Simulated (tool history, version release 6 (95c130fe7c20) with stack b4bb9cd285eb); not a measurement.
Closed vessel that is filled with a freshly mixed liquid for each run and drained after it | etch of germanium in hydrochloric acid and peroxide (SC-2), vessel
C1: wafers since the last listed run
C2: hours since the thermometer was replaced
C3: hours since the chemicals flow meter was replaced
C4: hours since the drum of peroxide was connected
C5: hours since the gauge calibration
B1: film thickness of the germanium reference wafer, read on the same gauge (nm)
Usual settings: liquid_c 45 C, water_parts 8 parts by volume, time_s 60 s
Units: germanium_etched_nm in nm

{"run": 1, "hour": 0.0, "liquid_c": 45, "water_parts": 8, "time_s": 60, "C1": 0, "C2": 1115.3, "C3": 397.4, "C4": 514.6, "C5": 414, "B1": 40.01, "germanium_etched_nm": 109.47}
{"run": 2, "hour": 83.8, "liquid_c": 45, "water_parts": 8, "time_s": 60, "C1": 9948, "C2": 1199.1, "C3": 481.2, "C4": 598.4, "C5": 497.8, "B1": 39.99, "germanium_etched_nm": 108.73}
{"run": 3, "hour": 137.9, "liquid_c": 45, "water_parts": 8, "time_s": 60, "C1": 6422, "C2": 1253.2, "C3": 535.3, "C4": 652.5, "C5": 551.9, "B1": 40, "germanium_etched_nm": 109.09}
{"run": 4, "hour": 174.5, "liquid_c": 50.5, "water_parts": 8, "time_s": 60, "C1": 4344, "C2": 1289.8, "C3": 571.9, "C4": 689.1, "C5": 588.5, "B1": 40.01, "germanium_etched_nm": 129.96}
{"run": 5, "hour": 277.8, "liquid_c": 50.5, "water_parts": 8, "time_s": 60, "C1": 12263, "C2": 1393.1, "C3": 675.2, "C4": 792.4, "C5": 691.8, "B1": 39.99, "germanium_etched_nm": 129.87}
{"run": 6, "hour": 384.0, "liquid_c": 45, "water_parts": 8, "time_s": 60, "C1": 12607, "C2": 1499.3, "C3": 781.4, "C4": 898.6, "C5": 798, "B1": 40, "germanium_etched_nm": 108.33}
{"run": 7, "hour": 451.3, "liquid_c": 45, "water_parts": 8, "time_s": 60, "C1": 7989, "C2": 1566.6, "C3": 848.7, "C4": 965.9, "C5": 865.3, "B1": 39.99, "germanium_etched_nm": 109.35}
{"run": 8, "hour": 541.7, "liquid_c": 45, "water_parts": 8, "time_s": 60, "C1": 10731, "C2": 1657, "C3": 939.1, "C4": 1056.3, "C5": 955.7, "B1": 40.01, "germanium_etched_nm": 108.42}
{"run": 9, "hour": 650.0, "liquid_c": 45, "water_parts": 8, "time_s": 60, "C1": 12856, "C2": 1765.3, "C3": 1047.4, "C4": 1164.6, "C5": 1064, "B1": 40.01, "germanium_etched_nm": 108.35}
{"run": 10, "hour": 713.4, "liquid_c": 45, "water_parts": 8, "time_s": 60, "C1": 7526, "C2": 1828.7, "C3": 1110.8, "C4": 1228, "C5": 1127.4, "B1": 40, "germanium_etched_nm": 109.13}
{"hour": 718.1, "done": "thermometer replaced"}
{"hour": 737.1, "done": "chemicals flow meter replaced"}
{"run": 11, "hour": 803.9, "liquid_c": 45, "water_parts": 8, "time_s": 60, "C1": 10506, "C2": 85.8, "C3": 66.8, "C4": 1318.5, "C5": 1217.9, "B1": 40, "germanium_etched_nm": 108.93}
{"run": 12, "hour": 892.6, "liquid_c": 45, "water_parts": 8, "time_s": 60, "C1": 10529, "C2": 174.5, "C3": 155.5, "C4": 1407.2, "C5": 1306.6, "B1": 40.01, "germanium_etched_nm": 109.13}
{"run": 13, "hour": 974.5, "liquid_c": 45, "water_parts": 8, "time_s": 60, "C1": 9722, "C2": 256.4, "C3": 237.4, "C4": 1489.1, "C5": 1388.5, "B1": 40.01, "germanium_etched_nm": 108.75}
{"run": 14, "hour": 1052.7, "liquid_c": 45, "water_parts": 5.5, "time_s": 60, "C1": 9283, "C2": 334.6, "C3": 315.6, "C4": 1567.3, "C5": 1466.7, "B1": 40, "germanium_etched_nm": 110.95}
{"hour": 1087.6, "done": "new drum of peroxide connected"}
{"run": 15, "hour": 1142.5, "liquid_c": 45, "water_parts": 10, "time_s": 35, "C1": 10541, "C2": 424.4, "C3": 405.4, "C4": 54.9, "C5": 1556.5, "B1": 40.01, "germanium_etched_nm": 62.67}
{"hour": 1156.0, "done": "gauge calibrated"}
{"run": 16, "hour": 1239.4, "liquid_c": 42, "water_parts": 12, "time_s": 95, "C1": 11503, "C2": 521.3, "C3": 502.3, "C4": 151.8, "C5": 83.4, "B1": 40, "germanium_etched_nm": 151.03}
{"run": 17, "hour": 1338.6, "liquid_c": 45, "water_parts": 8, "time_s": 60, "C1": 11776, "C2": 620.5, "C3": 601.5, "C4": 251, "C5": 182.6, "B1": 39.98, "germanium_etched_nm": 109.38}
{"run": 18, "hour": 1421.0, "liquid_c": 49, "water_parts": 8, "time_s": 60, "C1": 9781, "C2": 702.9, "C3": 683.9, "C4": 333.4, "C5": 265, "B1": 40.02, "germanium_etched_nm": 123.75}
{"run": 19, "hour": 1526.0, "liquid_c": 48.5, "water_parts": 9.5, "time_s": 85, "C1": 12464, "C2": 807.9, "C3": 788.9, "C4": 438.4, "C5": 370, "B1": 40.01, "germanium_etched_nm": 169.6}
{"run": 20, "hour": 1563.6, "liquid_c": 45, "water_parts": 10, "time_s": 60, "C1": 4463, "C2": 845.5, "C3": 826.5, "C4": 476, "C5": 407.6, "B1": 39.99, "germanium_etched_nm": 106.82}
{"run": 21, "hour": 1603.2, "liquid_c": 45, "water_parts": 8, "time_s": 60, "C1": 4701, "C2": 885.1, "C3": 866.1, "C4": 515.6, "C5": 447.2, "B1": 40, "germanium_etched_nm": 108.22}
{"run": 22, "hour": 1700.1, "liquid_c": 42.5, "water_parts": 6, "time_s": 30, "C1": 11503, "C2": 982, "C3": 963, "C4": 612.5, "C5": 544.1, "B1": 40, "germanium_etched_nm": 50.84}
{"run": 23, "hour": 1805.5, "liquid_c": 37.5, "water_parts": 5, "time_s": 85, "C1": 12512, "C2": 1087.4, "C3": 1068.4, "C4": 717.9, "C5": 649.5, "B1": 40, "germanium_etched_nm": 122.26}
{"run": 24, "hour": 1867.7, "liquid_c": 45, "water_parts": 8, "time_s": 60, "C1": 7383, "C2": 1149.6, "C3": 1130.6, "C4": 780.1, "C5": 711.7, "B1": 40.01, "germanium_etched_nm": 108.65}
{"run": 25, "hour": 1965.9, "liquid_c": 51, "water_parts": 4.5, "time_s": 35, "C1": 11657, "C2": 1247.8, "C3": 1228.8, "C4": 878.3, "C5": 809.9, "B1": 40, "germanium_etched_nm": 79.03}
{"run": 26, "hour": 2092.8, "liquid_c": 51, "water_parts": 9, "time_s": 60, "C1": 15064, "C2": 1374.7, "C3": 1355.7, "C4": 1005.2, "C5": 936.8, "B1": 40.01, "germanium_etched_nm": 131.05}
{"hour": 2141.8, "done": "chemicals flow meter replaced"}
{"hour": 2263.9, "done": "thermometer replaced"}
{"run": 27, "hour": 2271.8, "liquid_c": 50, "water_parts": 10.5, "time_s": 60, "C1": 21012, "C2": 7.9, "C3": 130, "C4": 1184.2, "C5": 1115.8, "B1": 40.01, "germanium_etched_nm": 124.97}
{"run": 28, "hour": 2364.1, "liquid_c": 45, "water_parts": 8, "time_s": 60, "C1": 10957, "C2": 100.2, "C3": 222.3, "C4": 1276.5, "C5": 1208.1, "B1": 40.03, "germanium_etched_nm": 109.31}

3 ways to go on from here, each from the tool as it stands after run 28. What would each give?
{"run": "A", "hour": 2364.8, "liquid_c": 45, "water_parts": 12, "time_s": 60, "C1": 83, "C2": 100.9, "C3": 223, "C4": 1277.2, "C5": 1208.8, "B1": "?", "germanium_etched_nm": "?"}
{"run": "B", "hour": 2364.8, "liquid_c": 45, "water_parts": 11.5, "time_s": 60, "C1": 83, "C2": 100.9, "C3": 223, "C4": 1277.2, "C5": 1208.8, "B1": "?", "germanium_etched_nm": "?"}
{"run": "C", "hour": 2364.8, "liquid_c": 45, "water_parts": 8, "time_s": 90, "C1": 83, "C2": 100.9, "C3": 223, "C4": 1277.2, "C5": 1208.8, "B1": "?", "germanium_etched_nm": "?"}

run=A B1=40 germanium_etched_nm=105.65
run=B B1=40 germanium_etched_nm=106.14
run=C B1=40 germanium_etched_nm=164.07
Without the tool's hidden state the same runs would have given:
run=A germanium_etched_nm=105.65
run=B germanium_etched_nm=106.14
run=C germanium_etched_nm=164.07
